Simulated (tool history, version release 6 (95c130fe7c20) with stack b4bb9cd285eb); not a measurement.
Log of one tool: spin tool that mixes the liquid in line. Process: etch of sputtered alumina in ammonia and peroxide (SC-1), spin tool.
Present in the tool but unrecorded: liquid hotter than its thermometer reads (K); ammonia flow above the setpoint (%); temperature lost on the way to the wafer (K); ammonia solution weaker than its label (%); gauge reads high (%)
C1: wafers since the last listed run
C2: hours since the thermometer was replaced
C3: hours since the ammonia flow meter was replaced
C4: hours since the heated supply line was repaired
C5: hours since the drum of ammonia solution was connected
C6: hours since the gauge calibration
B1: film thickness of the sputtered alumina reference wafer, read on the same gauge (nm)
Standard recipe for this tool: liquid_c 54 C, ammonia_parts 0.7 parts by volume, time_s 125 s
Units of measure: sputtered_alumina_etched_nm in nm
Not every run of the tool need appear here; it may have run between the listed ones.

{"run": 1, "hour": 0.0, "liquid_c": 54, "ammonia_parts": 0.6, "time_s": 125, "C1": 0, "C2": 2071.9, "C3": 1944.4, "C4": 2690.2, "C5": 349.9, "C6": 58.9, "B1": 130.01, "sputtered_alumina_etched_nm": 12.1}
{"run": 2, "hour": 17.4, "liquid_c": 54, "ammonia_parts": 0.6, "time_s": 125, "C1": 122, "C2": 2089.3, "C3": 1961.8, "C4": 2707.6, "C5": 367.3, "C6": 76.3, "B1": 130.01, "sputtered_alumina_etched_nm": 12.1}
{"run": 3, "hour": 39.3, "liquid_c": 54, "ammonia_parts": 0.8, "time_s": 125, "C1": 153, "C2": 2111.2, "C3": 1983.7, "C4": 2729.5, "C5": 389.2, "C6": 98.2, "B1": 130.01, "sputtered_alumina_etched_nm": 12.36}
{"run": 4, "hour": 64.2, "liquid_c": 54, "ammonia_parts": 0.8, "time_s": 125, "C1": 174, "C2": 2136.1, "C3": 2008.6, "C4": 2754.4, "C5": 414.1, "C6": 123.1, "B1": 130.01, "sputtered_alumina_etched_nm": 12.35}
{"run": 5, "hour": 97.5, "liquid_c": 54, "ammonia_parts": 0.45, "time_s": 125, "C1": 233, "C2": 2169.4, "C3": 2041.9, "C4": 2787.7, "C5": 447.4, "C6": 156.4, "B1": 130, "sputtered_alumina_etched_nm": 11.72}
{"run": 6, "hour": 160.2, "liquid_c": 56, "ammonia_parts": 0.7, "time_s": 95, "C1": 440, "C2": 2232.1, "C3": 2104.6, "C4": 2850.4, "C5": 510.1, "C6": 219.1, "B1": 129.98, "sputtered_alumina_etched_nm": 10.21}
{"run": 7, "hour": 186.3, "liquid_c": 56, "ammonia_parts": 0.7, "time_s": 95, "C1": 183, "C2": 2258.2, "C3": 2130.7, "C4": 2876.5, "C5": 536.2, "C6": 245.2, "B1": 130, "sputtered_alumina_etched_nm": 10.39}
{"hour": 211.6, "done": "ammonia flow meter replaced"}
{"run": 8, "hour": 214.7, "liquid_c": 56, "ammonia_parts": 0.7, "time_s": 95, "C1": 192, "C2": 2286.6, "C3": 3.1, "C4": 2904.9, "C5": 564.6, "C6": 273.6, "B1": 129.98, "sputtered_alumina_etched_nm": 10.33}
{"run": 9, "hour": 229.6, "liquid_c": 54, "ammonia_parts": 0.7, "time_s": 125, "C1": 104, "C2": 2301.5, "C3": 18, "C4": 2919.8, "C5": 579.5, "C6": 288.5, "B1": 129.98, "sputtered_alumina_etched_nm": 12.22}
{"run": 10, "hour": 243.9, "liquid_c": 54, "ammonia_parts": 0.7, "time_s": 125, "C1": 100, "C2": 2315.8, "C3": 32.3, "C4": 2934.1, "C5": 593.8, "C6": 302.8, "B1": 130, "sputtered_alumina_etched_nm": 12.24}
{"hour": 268.3, "done": "new drum of ammonia solution connected"}
{"run": 11, "hour": 276.1, "liquid_c": 54, "ammonia_parts": 0.7, "time_s": 125, "C1": 219, "C2": 2348, "C3": 64.5, "C4": 2966.3, "C5": 7.8, "C6": 335, "B1": 129.98, "sputtered_alumina_etched_nm": 12.29}
{"hour": 285.4, "done": "heated supply line repaired"}
{"hour": 299.9, "done": "thermometer replaced"}
{"run": 12, "hour": 308.5, "liquid_c": 63.5, "ammonia_parts": 0.85, "time_s": 145, "C1": 213, "C2": 8.6, "C3": 96.9, "C4": 23.1, "C5": 40.2, "C6": 367.4, "B1": 130.03, "sputtered_alumina_etched_nm": 23.66}
{"run": 13, "hour": 340.5, "liquid_c": 54, "ammonia_parts": 0.8, "time_s": 125, "C1": 224, "C2": 40.6, "C3": 128.9, "C4": 55.1, "C5": 72.2, "C6": 399.4, "B1": 130.02, "sputtered_alumina_etched_nm": 12.38}
{"run": 14, "hour": 373.4, "liquid_c": 47.5, "ammonia_parts": 0.4, "time_s": 125, "C1": 231, "C2": 73.5, "C3": 161.8, "C4": 88, "C5": 105.1, "C6": 432.3, "B1": 129.99, "sputtered_alumina_etched_nm": 8.2}
{"run": 15, "hour": 387.0, "liquid_c": 51, "ammonia_parts": 0.5, "time_s": 180, "C1": 95, "C2": 87.1, "C3": 175.4, "C4": 101.6, "C5": 118.7, "C6": 445.9, "B1": 130.01, "sputtered_alumina_etched_nm": 14.57}
{"run": 16, "hour": 403.9, "liquid_c": 54, "ammonia_parts": 0.7, "time_s": 125, "C1": 118, "C2": 104, "C3": 192.3, "C4": 118.5, "C5": 135.6, "C6": 462.8, "B1": 130.01, "sputtered_alumina_etched_nm": 12.2}
{"hour": 414.2, "done": "gauge calibrated"}
{"run": 17, "hour": 437.3, "liquid_c": 54, "ammonia_parts": 0.55, "time_s": 125, "C1": 234, "C2": 137.4, "C3": 225.7, "C4": 151.9, "C5": 169, "C6": 23.1, "B1": 129.97, "sputtered_alumina_etched_nm": 11.98}
{"run": 18, "hour": 449.6, "liquid_c": 47.5, "ammonia_parts": 0.7, "time_s": 125, "C1": 86, "C2": 149.7, "C3": 238, "C4": 164.2, "C5": 181.3, "C6": 35.4, "B1": 130, "sputtered_alumina_etched_nm": 8.49}
{"run": 19, "hour": 471.0, "liquid_c": 45.5, "ammonia_parts": 0.7, "time_s": 195, "C1": 150, "C2": 171.1, "C3": 259.4, "C4": 185.6, "C5": 202.7, "C6": 56.8, "B1": 129.98, "sputtered_alumina_etched_nm": 11.95}
{"run": 20, "hour": 490.9, "liquid_c": 54, "ammonia_parts": 0.7, "time_s": 125, "C1": 139, "C2": 191, "C3": 279.3, "C4": 205.5, "C5": 222.6, "C6": 76.7, "B1": 130.01, "sputtered_alumina_etched_nm": 12.1}
{"run": 21, "hour": 509.8, "liquid_c": 54, "ammonia_parts": 0.7, "time_s": 125, "C1": 132, "C2": 209.9, "C3": 298.2, "C4": 224.4, "C5": 241.5, "C6": 95.6, "B1": 130.05, "sputtered_alumina_etched_nm": 12.12}
{"run": 22, "hour": 540.0, "liquid_c": 57, "ammonia_parts": 0.85, "time_s": 85, "C1": 212, "C2": 240.1, "C3": 328.4, "C4": 254.6, "C5": 271.7, "C6": 125.8, "B1": 130, "sputtered_alumina_etched_nm": 9.96}
{"run": 23, "hour": 573.4, "liquid_c": 61.5, "ammonia_parts": 0.95, "time_s": 145, "C1": 234, "C2": 273.5, "C3": 361.8, "C4": 288, "C5": 305.1, "C6": 159.2, "B1": 129.99, "sputtered_alumina_etched_nm": 21.57}
{"run": 24, "hour": 592.8, "liquid_c": 54, "ammonia_parts": 0.8, "time_s": 125, "C1": 136, "C2": 292.9, "C3": 381.2, "C4": 307.4, "C5": 324.5, "C6": 178.6, "B1": 129.97, "sputtered_alumina_etched_nm": 12.45}

Each row is a separate what-if for the run after 24, all from the same tool condition, not one after another. Results?
{"run": "A", "hour": 593.3, "liquid_c": 54, "ammonia_parts": 0.7, "time_s": 125, "C1": 3, "C2": 293.4, "C3": 381.7, "C4": 307.9, "C5": 325, "C6": 179.1, "B1": "?", "sputtered_alumina_etched_nm": "?"}
{"run": "B", "hour": 593.3, "liquid_c": 47, "ammonia_parts": 0.45, "time_s": 105, "C1": 3, "C2": 293.4, "C3": 381.7, "C4": 307.9, "C5": 325, "C6": 179.1, "B1": "?", "sputtered_alumina_etched_nm": "?"}
{"run": "C", "hour": 593.3, "liquid_c": 54, "ammonia_parts": 1, "time_s": 125, "C1": 3, "C2": 293.4, "C3": 381.7, "C4": 307.9, "C5": 325, "C6": 179.1, "B1": "?", "sputtered_alumina_etched_nm": "?"}
{"run": "D", "hour": 593.3, "liquid_c": 54, "ammonia_parts": 0.45, "time_s": 105, "C1": 3, "C2": 293.4, "C3": 381.7, "C4": 307.9, "C5": 325, "C6": 179.1, "B1": "?", "sputtered_alumina_etched_nm": "?"}
{"run": "E", "hour": 593.3, "liquid_c": 57.5, "ammonia_parts": 0.7, "time_s": 125, "C1": 3, "C2": 293.4, "C3": 381.7, "C4": 307.9, "C5": 325, "C6": 179.1, "B1": "?", "sputtered_alumina_etched_nm": "?"}

run=A B1=129.96 sputtered_alumina_etched_nm=12.15
run=B B1=129.96 sputtered_alumina_etched_nm=6.67
run=C B1=129.96 sputtered_alumina_etched_nm=12.57
run=D B1=129.96 sputtered_alumina_etched_nm=9.79
run=E B1=129.96 sputtered_alumina_etched_nm=14.62
Without the tool's unlogged condition, the same runs would have read:
run=A sputtered_alumina_etched_nm=12.15
run=B sputtered_alumina_etched_nm=6.67
run=C sputtered_alumina_etched_nm=12.57
run=D sputtered_alumina_etched_nm=9.79
run=E sputtered_alumina_etched_nm=14.62

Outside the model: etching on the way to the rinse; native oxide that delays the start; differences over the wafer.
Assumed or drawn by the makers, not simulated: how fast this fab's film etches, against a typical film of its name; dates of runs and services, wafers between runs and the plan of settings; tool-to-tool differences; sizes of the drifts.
